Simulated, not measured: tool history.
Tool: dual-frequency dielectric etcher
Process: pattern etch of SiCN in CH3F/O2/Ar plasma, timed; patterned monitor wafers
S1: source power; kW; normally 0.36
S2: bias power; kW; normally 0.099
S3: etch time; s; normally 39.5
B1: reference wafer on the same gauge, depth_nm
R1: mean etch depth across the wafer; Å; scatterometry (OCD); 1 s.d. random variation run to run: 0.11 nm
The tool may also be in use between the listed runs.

{"run": 1, "hour": 0.0, "S1": 0.36, "S2": 0.099, "S3": 45.5, "B1": 20, "R1": 201.7}
{"run": 2, "hour": 76.8, "S1": 0.36, "S2": 0.099, "S3": 45.5, "B1": 20, "R1": 204}
{"run": 3, "hour": 149.4, "S1": 0.36, "S2": 0.099, "S3": 39.5, "B1": 20, "R1": 179.2}
{"hour": 198.4, "done": "wet clean of the chamber"}
{"run": 4, "hour": 319.3, "S1": 0.36, "S2": 0.099, "S3": 39.5, "B1": 19.99, "R1": 169.3}
{"run": 5, "hour": 357.5, "S1": 0.36, "S2": 0.099, "S3": 39.5, "B1": 20.01, "R1": 173.7}
{"run": 6, "hour": 414.3, "S1": 0.36, "S2": 0.087, "S3": 39.5, "B1": 19.97, "R1": 163.1}
{"run": 7, "hour": 465.7, "S1": 0.36, "S2": 0.087, "S3": 39.5, "B1": 20.01, "R1": 163.9}
{"run": 8, "hour": 529.9, "S1": 0.36, "S2": 0.087, "S3": 39.5, "B1": 19.98, "R1": 165.2}
{"hour": 599.6, "done": "gauge calibrated"}
{"hour": 732.4, "done": "upper electrode replaced"}
{"run": 9, "hour": 732.9, "S1": 0.36, "S2": 0.099, "S3": 39.5, "B1": 20, "R1": 175.1}
{"hour": 771.2, "done": "wet clean of the chamber"}
{"run": 10, "hour": 780.1, "S1": 0.36, "S2": 0.108, "S3": 39.5, "B1": 19.98, "R1": 174.1}
{"run": 11, "hour": 851.6, "S1": 0.36, "S2": 0.099, "S3": 47.5, "B1": 20.02, "R1": 203.6}
{"run": 12, "hour": 901.3, "S1": 0.36, "S2": 0.086, "S3": 36, "B1": 20.02, "R1": 146}
{"run": 13, "hour": 943.4, "S1": 0.36, "S2": 0.099, "S3": 39.5, "B1": 20, "R1": 172.2}
{"hour": 977.7, "done": "source power generator calibrated"}
{"hour": 1006.4, "done": "bias power generator calibrated"}
{"run": 14, "hour": 1206.9, "S1": 0.43, "S2": 0.077, "S3": 47, "B1": 19.98, "R1": 198.8}
{"run": 15, "hour": 1248.4, "S1": 0.44, "S2": 0.109, "S3": 34, "B1": 20.02, "R1": 162.6}
{"run": 16, "hour": 1319.3, "S1": 0.36, "S2": 0.099, "S3": 34.5, "B1": 20.01, "R1": 153.1}
{"hour": 1390.2, "done": "wet clean of the chamber"}
{"run": 17, "hour": 1390.7, "S1": 0.36, "S2": 0.099, "S3": 33.5, "B1": 20, "R1": 144.9}

Run 18, settings as shown, results not yet in. Your forecast:
{"run": 18, "hour": 1474.8, "S1": 0.36, "S2": 0.099, "S3": 39.5, "B1": "?", "R1": "?"}

B1: 20.02
R1: 170.2 Å
Were there no unlogged condition in the tool, this run, its random variation unchanged, would have produced R1 168 Å.

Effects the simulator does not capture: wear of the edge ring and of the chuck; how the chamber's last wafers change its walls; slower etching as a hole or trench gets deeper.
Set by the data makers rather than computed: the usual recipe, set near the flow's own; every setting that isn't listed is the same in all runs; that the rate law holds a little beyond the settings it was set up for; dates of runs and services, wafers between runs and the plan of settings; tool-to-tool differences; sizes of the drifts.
